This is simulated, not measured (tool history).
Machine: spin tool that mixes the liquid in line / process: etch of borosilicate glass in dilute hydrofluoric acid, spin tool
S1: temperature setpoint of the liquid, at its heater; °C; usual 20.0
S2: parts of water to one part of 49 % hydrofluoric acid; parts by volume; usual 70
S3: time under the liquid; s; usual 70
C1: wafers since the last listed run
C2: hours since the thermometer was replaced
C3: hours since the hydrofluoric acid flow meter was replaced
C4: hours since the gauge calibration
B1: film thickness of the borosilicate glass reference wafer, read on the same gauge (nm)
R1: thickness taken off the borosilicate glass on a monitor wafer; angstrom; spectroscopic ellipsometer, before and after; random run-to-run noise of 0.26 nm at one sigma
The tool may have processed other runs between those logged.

run	day	S1	S2	S3	C1	C2	C3	C4	B1	R1
1	0.000	20.0	70	70	0	1657.3	322.6	113.0	69.99	352.6
2	2.850	20.0	70	70	1019	1725.7	391.0	181.4	70.00	348.5
3	3.967	20.0	70	70	399	1752.5	417.8	208.2	70.02	348.6
4	5.633	20.0	70	70	596	1792.5	457.8	248.2	69.96	350.2
5	7.142	20.0	70	70	539	1828.7	494.0	284.4	69.99	350.1
6	15.358	20.0	70	70	2940	2025.9	691.2	481.6	69.97	347.0
7	16.567	20.0	70	70	432	2054.9	720.2	510.6	69.99	344.0
8	22.242	20.0	70	70	2030	2191.1	856.4	646.8	70.00	341.6
9	23.275	21.5	55	70	369	2215.9	881.2	671.6	70.03	468.5
10	24.512	21.5	55	70	442	2245.6	910.9	701.3	69.99	468.3
# day 25.683: thermometer replaced
11	26.775	20.0	70	70	794	26.2	965.2	755.6	70.02	342.8
12	29.679	20.0	90	60	1039	95.9	1034.9	825.3	70.00	221.0
# day 30.600: hydrofluoric acid flow meter replaced
13	31.225	20.0	70	70	538	133.0	15.0	862.4	69.98	356.7
14	33.267	20.0	70	70	730	182.0	64.0	911.4	70.03	358.4
15	34.838	20.0	70	70	562	219.7	101.7	949.1	70.00	351.4
16	35.975	17.0	70	70	407	247.0	129.0	976.4	70.01	309.4
17	36.983	17.0	90	35	360	271.2	153.2	1000.6	69.99	119.2
18	39.804	20.0	70	70	1009	338.9	220.9	1068.3	70.01	356.5
19	42.150	20.0	70	70	839	395.2	277.2	1124.6	70.00	353.5
20	43.288	24.5	85	70	407	422.5	304.5	1151.9	69.99	338.9
21	44.646	20.0	70	95	486	455.1	337.1	1184.5	70.02	471.0
# day 45.450: gauge calibrated
22	47.358	20.0	70	40	970	520.2	402.2	45.8	70.01	199.7
23	48.854	20.0	70	70	535	556.1	438.1	81.7	70.01	354.0
24	50.317	17.5	45	50	523	591.2	473.2	116.8	70.00	360.1
25	52.225	24.0	95	70	682	637.0	519.0	162.6	69.97	294.0
26	53.925	20.0	70	70	608	677.8	559.8	203.4	70.00	347.5
27	56.400	20.0	70	70	885	737.2	619.2	262.8	70.00	353.2
28	57.796	18.5	100	95	499	770.7	652.7	296.3	70.00	300.7
29	59.617	20.0	90	70	651	814.4	696.4	340.0	69.99	262.3
30	62.538	22.0	60	100	1045	884.5	766.5	410.1	69.97	636.6
31	64.938	24.0	80	95	858	942.1	824.1	467.7	70.03	472.8
32	66.604	20.0	70	70	596	982.1	864.1	507.7	70.00	346.1
33	68.438	17.0	90	70	656	1026.1	908.1	551.7	70.02	231.3

Take each entry between the runs: how does the hidden state at the last listed run before it differ from the hidden state at the first listed run after it?
Runs 10 to 11: thermometer replaced (day 25.683)
  hydrofluoric acid flow below the setpoint (%): 3.29 -> 3.46
  what was measured, less what the result would be without the hidden state, R1: -17.0 -> -13.4 angstrom
Runs 12 to 13: hydrofluoric acid flow meter replaced (day 30.600)
  hydrofluoric acid flow below the setpoint (%): 3.67 -> 0.176
  what was measured, less what the result would be without the hidden state, R1: -9.3 -> -0.7 angstrom
Runs 21 to 22: gauge calibrated (day 45.450)
  hydrofluoric acid flow below the setpoint (%): 1.17 -> 1.37
  what was measured, less what the result would be without the hidden state, R1: -6.0 -> -3.0 angstrom
